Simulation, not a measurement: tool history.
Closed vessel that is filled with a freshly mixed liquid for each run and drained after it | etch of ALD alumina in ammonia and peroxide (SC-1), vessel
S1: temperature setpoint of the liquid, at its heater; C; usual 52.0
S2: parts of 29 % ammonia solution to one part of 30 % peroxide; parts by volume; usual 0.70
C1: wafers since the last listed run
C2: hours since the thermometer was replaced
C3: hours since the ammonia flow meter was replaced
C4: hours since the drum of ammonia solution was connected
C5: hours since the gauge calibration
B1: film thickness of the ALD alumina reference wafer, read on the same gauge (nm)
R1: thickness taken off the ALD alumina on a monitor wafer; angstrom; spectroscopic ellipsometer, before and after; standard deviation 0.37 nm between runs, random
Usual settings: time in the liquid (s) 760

Run 1, hour 0.0: usual settings; C1 0; C2 388.1; C3 1979.0; C4 921.4; C5 225.9; B1 99.98. Result: R1 503.4 angstrom.
At hour 18.1: gauge calibrated.
Run 2, hour 30.2: usual settings; C1 1235; C2 418.3; C3 2009.2; C4 951.6; C5 12.1; B1 99.98. Result: R1 495.1 angstrom.
Run 3, hour 49.8: usual settings; C1 801; C2 437.9; C3 2028.8; C4 971.2; C5 31.7; B1 100.01. Result: R1 496.2 angstrom.
Run 4, hour 80.1: usual settings; C1 1239; C2 468.2; C3 2059.1; C4 1001.5; C5 62.0; B1 100.00. Result: R1 495.0 angstrom.
Run 5, hour 100.8: usual settings; C1 846; C2 488.9; C3 2079.8; C4 1022.2; C5 82.7; B1 100.01. Result: R1 489.9 angstrom.
Run 6, hour 118.7: usual settings; C1 732; C2 506.8; C3 2097.7; C4 1040.1; C5 100.6; B1 100.00. Result: R1 492.7 angstrom.
At hour 140.7: ammonia flow meter replaced.
At hour 163.1: new drum of ammonia solution connected.
At hour 178.1: thermometer replaced.
Run 7, hour 178.5: usual settings; C1 2322; C2 0.4; C3 37.8; C4 15.4; C5 160.4; B1 99.96. Result: R1 541.7 angstrom.
At hour 232.5: gauge calibrated.
Run 8, hour 237.5: usual settings; C1 2412; C2 59.4; C3 96.8; C4 74.4; C5 5.0; B1 99.99. Result: R1 541.1 angstrom.
Run 9, hour 270.8: usual settings but S1 59.0 C, S2 1.00 parts by volume, time in the liquid (s) 415; C1 1361; C2 92.7; C3 130.1; C4 107.7; C5 38.3; B1 99.97. Result: R1 436.3 angstrom.
Run 10, hour 283.3: usual settings but S1 48.5 C, S2 0.60 parts by volume; C1 511; C2 105.2; C3 142.6; C4 120.2; C5 50.8; B1 100.00. Result: R1 431.3 angstrom.
Run 11, hour 314.5: usual settings but S1 42.5 C, time in the liquid (s) 525; C1 1275; C2 136.4; C3 173.8; C4 151.4; C5 82.0; B1 100.03. Result: R1 213.7 angstrom.
Run 12, hour 330.3: usual settings but S2 0.95 parts by volume; C1 646; C2 152.2; C3 189.6; C4 167.2; C5 97.8; B1 100.02. Result: R1 547.3 angstrom.
Run 13, hour 364.1: usual settings but S1 48.0 C, S2 0.95 parts by volume, time in the liquid (s) 985; C1 1382; C2 186.0; C3 223.4; C4 201.0; C5 131.6; B1 99.99. Result: R1 558.9 angstrom.
Run 14, hour 379.3: usual settings but S1 60.5 C, time in the liquid (s) 1180; C1 621; C2 201.2; C3 238.6; C4 216.2; C5 146.8; B1 99.97. Result: R1 1250.3 angstrom.

Had the tool no unlogged condition, and each run kept its random variation, what would the results have been?
Hidden conditions of the tool in this case: liquid colder than its thermometer reads (K); ammonia flow above the setpoint (%); ammonia solution weaker than its label (%); gauge reads high (%).
run      R1
  1   545.1
  2   539.1
  3   542.3
  4   543.9
  5   540.4
  6   545.4
  7   543.2
  8   548.2
  9   444.2
 10   440.8
 11   219.8
 12   563.9
 13   579.9
 14  1296.6

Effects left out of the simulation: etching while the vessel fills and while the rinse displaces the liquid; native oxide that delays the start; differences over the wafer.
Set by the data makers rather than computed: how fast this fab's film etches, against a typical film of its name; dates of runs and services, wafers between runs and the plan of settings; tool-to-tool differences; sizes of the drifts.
